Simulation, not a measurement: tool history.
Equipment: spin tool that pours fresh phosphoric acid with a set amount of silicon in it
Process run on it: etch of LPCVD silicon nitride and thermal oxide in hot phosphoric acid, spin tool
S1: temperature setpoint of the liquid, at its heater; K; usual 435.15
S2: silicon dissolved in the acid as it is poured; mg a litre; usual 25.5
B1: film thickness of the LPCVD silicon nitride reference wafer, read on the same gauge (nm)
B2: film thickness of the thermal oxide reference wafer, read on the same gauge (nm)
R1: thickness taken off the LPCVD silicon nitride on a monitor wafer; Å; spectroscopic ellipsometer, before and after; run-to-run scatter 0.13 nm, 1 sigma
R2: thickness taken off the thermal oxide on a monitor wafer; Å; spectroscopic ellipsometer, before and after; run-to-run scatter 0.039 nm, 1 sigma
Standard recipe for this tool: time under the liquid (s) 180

{"run": 1, "day": 0.0, "S1": 434.15, "S2": 42.0, "time under the liquid (s)": 180, "B1": 120.02, "B2": 149.999, "R1": 182.0, "R2": 1.2}
{"run": 2, "day": 0.358, "S1": 437.15, "S2": 25.5, "time under the liquid (s)": 265, "B1": 120.01, "B2": 150.016, "R1": 294.7, "R2": 3.63}
{"run": 3, "day": 1.033, "S1": 437.15, "S2": 25.5, "time under the liquid (s)": 270, "B1": 119.99, "B2": 150.009, "R1": 298.9, "R2": 4.95}
{"run": 4, "day": 1.779, "S1": 435.15, "S2": 25.5, "time under the liquid (s)": 180, "B1": 120.01, "B2": 149.995, "R1": 187.5, "R2": 2.61}
{"run": 5, "day": 2.271, "S1": 435.15, "S2": 18.5, "time under the liquid (s)": 225, "B1": 120.0, "B2": 149.953, "R1": 234.4, "R2": 5.8}
{"run": 6, "day": 2.946, "S1": 435.65, "S2": 25.5, "time under the liquid (s)": 180, "B1": 119.99, "B2": 150.037, "R1": 189.8, "R2": 3.29}
{"run": 7, "day": 3.2, "S1": 435.15, "S2": 14.0, "time under the liquid (s)": 95, "B1": 119.99, "B2": 150.042, "R1": 99.1, "R2": 2.04}
{"run": 8, "day": 3.654, "S1": 435.15, "S2": 42.0, "time under the liquid (s)": 105, "B1": 120.01, "B2": 149.972, "R1": 109.1, "R2": 0.71}
{"day": 3.912, "done": "thermometer replaced"}
{"run": 9, "day": 4.029, "S1": 437.15, "S2": 25.5, "time under the liquid (s)": 265, "B1": 119.99, "B2": 149.998, "R1": 288.0, "R2": 5.26}
{"run": 10, "day": 4.542, "S1": 435.15, "S2": 25.5, "time under the liquid (s)": 90, "B1": 120.01, "B2": 150.002, "R1": 93.0, "R2": 1.5}
{"day": 4.942, "done": "dissolved silicon flow meter replaced"}
{"run": 11, "day": 4.975, "S1": 437.15, "S2": 25.5, "time under the liquid (s)": 90, "B1": 120.0, "B2": 149.969, "R1": 99.7, "R2": 1.87}
{"run": 12, "day": 5.717, "S1": 433.65, "S2": 39.5, "time under the liquid (s)": 275, "B1": 119.99, "B2": 150.005, "R1": 267.6, "R2": 2.2}
{"day": 6.0, "done": "gauge calibrated"}
{"run": 13, "day": 6.283, "S1": 435.15, "S2": 25.5, "time under the liquid (s)": 180, "B1": 120.02, "B2": 150.034, "R1": 185.0, "R2": 2.4}
{"run": 14, "day": 6.683, "S1": 435.15, "S2": 8.0, "time under the liquid (s)": 180, "B1": 120.01, "B2": 150.008, "R1": 185.6, "R2": 4.4}
{"run": 15, "day": 8.046, "S1": 435.15, "S2": 6.0, "time under the liquid (s)": 180, "B1": 120.0, "B2": 149.977, "R1": 185.8, "R2": 4.93}
{"run": 16, "day": 8.758, "S1": 433.15, "S2": 39.5, "time under the liquid (s)": 145, "B1": 120.02, "B2": 149.982, "R1": 139.5, "R2": 1.09}
{"run": 17, "day": 9.488, "S1": 433.15, "S2": 25.5, "time under the liquid (s)": 180, "B1": 120.02, "B2": 149.952, "R1": 172.9, "R2": 2.46}
{"run": 18, "day": 11.012, "S1": 435.15, "S2": 25.5, "time under the liquid (s)": 180, "B1": 120.0, "B2": 150.037, "R1": 184.6, "R2": 2.66}
{"run": 19, "day": 11.746, "S1": 435.15, "S2": 25.5, "time under the liquid (s)": 180, "B1": 120.01, "B2": 149.979, "R1": 184.5, "R2": 2.72}
{"run": 20, "day": 12.171, "S1": 438.15, "S2": 25.5, "time under the liquid (s)": 120, "B1": 119.99, "B2": 149.97, "R1": 136.4, "R2": 2.47}
{"run": 21, "day": 12.65, "S1": 433.15, "S2": 40.5, "time under the liquid (s)": 260, "B1": 120.01, "B2": 149.999, "R1": 247.7, "R2": 1.95}
{"run": 22, "day": 13.025, "S1": 436.15, "S2": 25.5, "time under the liquid (s)": 85, "B1": 120.01, "B2": 150.002, "R1": 90.3, "R2": 1.39}
{"run": 23, "day": 13.679, "S1": 436.15, "S2": 7.5, "time under the liquid (s)": 100, "B1": 119.99, "B2": 149.993, "R1": 104.1, "R2": 2.08}

Each row is a separate what-if for the run after 23, all from the same tool condition, not one after another. Results?
{"run": "A", "day": 13.7, "S1": 435.15, "S2": 25.5, "time under the liquid (s)": 130, "B1": "?", "B2": "?", "R1": "?", "R2": "?"}
{"run": "B", "day": 13.7, "S1": 433.65, "S2": 17.5, "time under the liquid (s)": 235, "B1": "?", "B2": "?", "R1": "?", "R2": "?"}
{"run": "C", "day": 13.7, "S1": 436.15, "S2": 25.5, "time under the liquid (s)": 275, "B1": "?", "B2": "?", "R1": "?", "R2": "?"}

run=A B1=119.99 B2=150.003 R1=133.0 R2=2.23
run=B B1=119.99 B2=150.003 R1=228.6 R2=4.59
run=C B1=119.99 B2=150.003 R1=290.9 R2=5.08
Without the tool's unlogged condition, the same runs would have read:
run=A R1=138.9 R2=2.45
run=B R1=238.8 R2=5.05
run=C R1=303.8 R2=5.59

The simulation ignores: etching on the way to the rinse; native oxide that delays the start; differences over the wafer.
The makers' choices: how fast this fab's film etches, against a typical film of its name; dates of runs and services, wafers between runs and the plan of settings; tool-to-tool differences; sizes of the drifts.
